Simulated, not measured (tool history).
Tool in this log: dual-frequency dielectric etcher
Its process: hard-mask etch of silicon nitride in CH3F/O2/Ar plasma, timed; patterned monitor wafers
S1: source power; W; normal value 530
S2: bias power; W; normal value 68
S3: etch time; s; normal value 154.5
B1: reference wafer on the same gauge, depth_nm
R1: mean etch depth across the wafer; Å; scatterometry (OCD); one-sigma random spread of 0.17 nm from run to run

run	hour	S1	S2	S3	B1	R1
1	0	530	68	154.5	98	1099
2	13.8	460	56	154.5	98	991
3	28.2	460	56	154.5	98	990
# hour 64: wet clean of the chamber
4	64.5	460	56	154.5	98	1016
5	64.9	530	68	154.5	98	1121
# hour 77.9: source power generator calibrated
6	93.7	450	68	154.5	98	1074
7	128.9	450	68	154.5	98	1070
8	163.9	430	68	154.5	98	1061
9	199	430	68	154.5	98	1054
10	230	610	57	198	98	1405
# hour 236.7: bias power generator calibrated
11	243.1	630	55	154.5	98	1073
# hour 244.5: gauge calibrated
12	270.5	410	73	178.5	98	1211
13	298.9	640	68	154.5	98	1150
14	324.9	600	76	121.5	98	921
15	344.7	530	68	154.5	98	1090
# hour 376.3: upper electrode replaced
16	377.7	530	68	154.5	98	1095
17	403.7	480	53	154.5	98	978
18	417.8	530	68	154.5	98	1091
19	443.3	530	68	125	98	882
20	470.9	640	78	154.5	98	1203
21	498.8	530	68	154.5	98	1088
22	511.5	530	68	154.5	98	1087
23	545.3	460	58	187.5	98	1207
24	575	580	51	154.5	98	1014
25	589.1	420	80	194.5	98	1362
26	638.2	640	82	154.5	98	1218
# hour 667.6: wet clean of the chamber
27	668.1	530	68	179.5	98	1288
28	678.5	570	54	183.5	98	1246
29	702.4	650	68	154.5	98	1169

What if the next run were any one of these 5? Each begins from the tool's condition after run 29:
A	702.9	530	68	154.5	?	?
B	702.9	460	81	117	?	?
C	702.9	570	63	110	?	?
D	702.9	430	68	132.5	?	?
E	702.9	530	68	190	?	?

run	B1	R1
A	98	1104
B	98	855
C	98	782
D	98	896
E	98	1357
Without the tool's unlogged condition, the same runs would have read:
run	R1
A	1099
B	851
C	779
D	892
E	1352

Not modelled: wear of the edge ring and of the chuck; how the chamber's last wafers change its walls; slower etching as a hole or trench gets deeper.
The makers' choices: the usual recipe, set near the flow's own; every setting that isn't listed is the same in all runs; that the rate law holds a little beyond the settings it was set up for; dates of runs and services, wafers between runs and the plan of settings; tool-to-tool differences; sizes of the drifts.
